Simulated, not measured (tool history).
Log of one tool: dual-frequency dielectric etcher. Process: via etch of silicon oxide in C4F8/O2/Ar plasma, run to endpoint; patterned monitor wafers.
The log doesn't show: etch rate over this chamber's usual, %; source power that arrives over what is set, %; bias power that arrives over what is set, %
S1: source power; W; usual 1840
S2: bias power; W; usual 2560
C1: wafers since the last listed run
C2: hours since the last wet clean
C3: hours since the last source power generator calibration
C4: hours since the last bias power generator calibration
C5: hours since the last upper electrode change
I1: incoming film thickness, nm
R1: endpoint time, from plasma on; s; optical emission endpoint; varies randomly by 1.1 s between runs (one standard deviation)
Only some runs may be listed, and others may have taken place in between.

Run 1, hour 0.0: usual settings; C1 0; C2 255.6; C3 1645.9; C4 2403.8; C5 2048.1; I1 1212.1. Result: R1 228.6 s.
Run 2, hour 93.7: usual settings but S1 1640 W; C1 323; C2 349.3; C3 1739.6; C4 2497.5; C5 2141.8; I1 1210.1. Result: R1 238.9 s.
Run 3, hour 178.8: usual settings but S1 1640 W; C1 294; C2 434.4; C3 1824.7; C4 2582.6; C5 2226.9; I1 1218.0. Result: R1 239.9 s.
Run 4, hour 238.9: usual settings; C1 207; C2 494.5; C3 1884.8; C4 2642.7; C5 2287.0; I1 1209.4. Result: R1 227.1 s.
At hour 283.1: wet clean of the chamber.
Run 5, hour 330.3: usual settings; C1 232; C2 47.2; C3 1976.2; C4 2734.1; C5 2378.4; I1 1216.9. Result: R1 228.7 s.
Run 6, hour 417.1: usual settings; C1 300; C2 134.0; C3 2063.0; C4 2820.9; C5 2465.2; I1 1214.9. Result: R1 227.5 s.
Run 7, hour 595.1: usual settings but S2 2312 W; C1 615; C2 312.0; C3 2241.0; C4 2998.9; C5 2643.2; I1 1211.8. Result: R1 231.7 s.
Run 8, hour 698.7: usual settings but S2 2312 W; C1 358; C2 415.6; C3 2344.6; C4 3102.5; C5 2746.8; I1 1202.6. Result: R1 231.0 s.
Run 9, hour 781.5: usual settings but S2 2312 W; C1 286; C2 498.4; C3 2427.4; C4 3185.3; C5 2829.6; I1 1198.0. Result: R1 228.9 s.
At hour 806.2: wet clean of the chamber.
Run 10, hour 868.9: usual settings; C1 219; C2 62.7; C3 2514.8; C4 3272.7; C5 2917.0; I1 1218.6. Result: R1 227.2 s.
Run 11, hour 910.5: usual settings; C1 143; C2 104.3; C3 2556.4; C4 3314.3; C5 2958.6; I1 1201.0. Result: R1 223.2 s.
Run 12, hour 1005.0: usual settings but S2 2738 W; C1 326; C2 198.8; C3 2650.9; C4 3408.8; C5 3053.1; I1 1200.5. Result: R1 217.9 s.
At hour 1054.8: upper electrode replaced.
Run 13, hour 1055.3: usual settings but S2 2738 W; C1 90; C2 249.1; C3 2701.2; C4 3459.1; C5 0.5; I1 1207.8. Result: R1 220.8 s.
Run 14, hour 1121.0: usual settings but S1 1990 W, S2 2345 W; C1 227; C2 314.8; C3 2766.9; C4 3524.8; C5 66.2; I1 1220.5. Result: R1 222.5 s.
At hour 1206.3: source power generator calibrated.
Run 15, hour 1213.0: usual settings but S1 1490 W, S2 3105 W; C1 304; C2 406.8; C3 6.7; C4 3616.8; C5 158.2; I1 1207.2. Result: R1 239.2 s.
At hour 1276.3: wet clean of the chamber.
Run 16, hour 1276.7: usual settings but S1 1550 W, S2 2019 W; C1 137; C2 0.4; C3 70.4; C4 3680.5; C5 221.9; I1 1216.7. Result: R1 267.9 s.
Run 17, hour 1318.5: usual settings; C1 144; C2 42.2; C3 112.2; C4 3722.3; C5 263.7; I1 1205.4. Result: R1 229.6 s.
Run 18, hour 1368.9: usual settings but S1 1490 W, S2 3136 W; C1 174; C2 92.6; C3 162.6; C4 3772.7; C5 314.1; I1 1213.1. Result: R1 239.3 s.
At hour 1383.2: bias power generator calibrated.
Run 19, hour 1476.0: usual settings; C1 356; C2 199.7; C3 269.7; C4 92.8; C5 421.2; I1 1220.8. Result: R1 233.6 s.
Run 20, hour 1550.2: usual settings; C1 256; C2 273.9; C3 343.9; C4 167.0; C5 495.4; I1 1220.3. Result: R1 232.2 s.
Run 21, hour 1644.4: usual settings but S1 1640 W, S2 2329 W; C1 325; C2 368.1; C3 438.1; C4 261.2; C5 589.6; I1 1202.5. Result: R1 245.2 s.
At hour 1737.9: wet clean of the chamber.
Run 22, hour 1804.3: usual settings but S1 1490 W, S2 2144 W; C1 469; C2 66.4; C3 598.0; C4 421.1; C5 749.5; I1 1204.2. Result: R1 262.1 s.
Run 23, hour 1878.4: usual settings but S1 1490 W, S2 1971 W; C1 256; C2 140.5; C3 672.1; C4 495.2; C5 823.6; I1 1207.6. Result: R1 269.9 s.
Run 24, hour 1963.2: usual settings but S1 2220 W, S2 2338 W; C1 293; C2 225.3; C3 756.9; C4 580.0; C5 908.4; I1 1210.8. Result: R1 216.7 s.
Run 25, hour 2009.2: usual settings but S1 2240 W, S2 2853 W; C1 159; C2 271.3; C3 802.9; C4 626.0; C5 954.4; I1 1207.9. Result: R1 204.3 s.
Run 26, hour 2087.6: usual settings but S1 1550 W, S2 2068 W; C1 271; C2 349.7; C3 881.3; C4 704.4; C5 1032.8; I1 1201.0. Result: R1 259.2 s.
Run 27, hour 2189.5: usual settings; C1 352; C2 451.6; C3 983.2; C4 806.3; C5 1134.7; I1 1193.4. Result: R1 227.9 s.

Describe how what the log doesn't record of the tool's condition differs between the last listed run preceding each entry between runs and the first listed run following it.
Between runs 4 and 5: wet clean of the chamber (hour 283.1)
  source power that arrives over what is set, %: 3.07 -> 3.31
  what was measured, less what the result would be without the hidden state, R1: -2.9 -> -3.2 s
Between runs 9 and 10: wet clean of the chamber (hour 806.2)
  source power that arrives over what is set, %: 4.67 -> 4.97
  what was measured, less what the result would be without the hidden state, R1: -4.4 -> -4.7 s
Between runs 12 and 13: upper electrode replaced (hour 1054.8)
  source power that arrives over what is set, %: 5.45 -> 5.63
  what was measured, less what the result would be without the hidden state, R1: -4.9 -> -5.1 s
Between runs 14 and 15: source power generator calibrated (hour 1206.3)
  source power that arrives over what is set, %: 5.88 -> 0.0725
  what was measured, less what the result would be without the hidden state, R1: -5.4 -> -0.1 s
Between runs 15 and 16: wet clean of the chamber (hour 1276.3)
  source power that arrives over what is set, %: 0.0725 -> 0.0759
  what was measured, less what the result would be without the hidden state, R1: -0.1 -> -0.1 s
Between runs 18 and 19: bias power generator calibrated (hour 1383.2)
  source power that arrives over what is set, %: 0.0906 -> 0.122
  what was measured, less what the result would be without the hidden state, R1: -0.1 -> -0.1 s
Between runs 21 and 22: wet clean of the chamber (hour 1737.9)
  source power that arrives over what is set, %: 0.204 -> 0.318
  what was measured, less what the result would be without the hidden state, R1: -0.2 -> -0.4 s
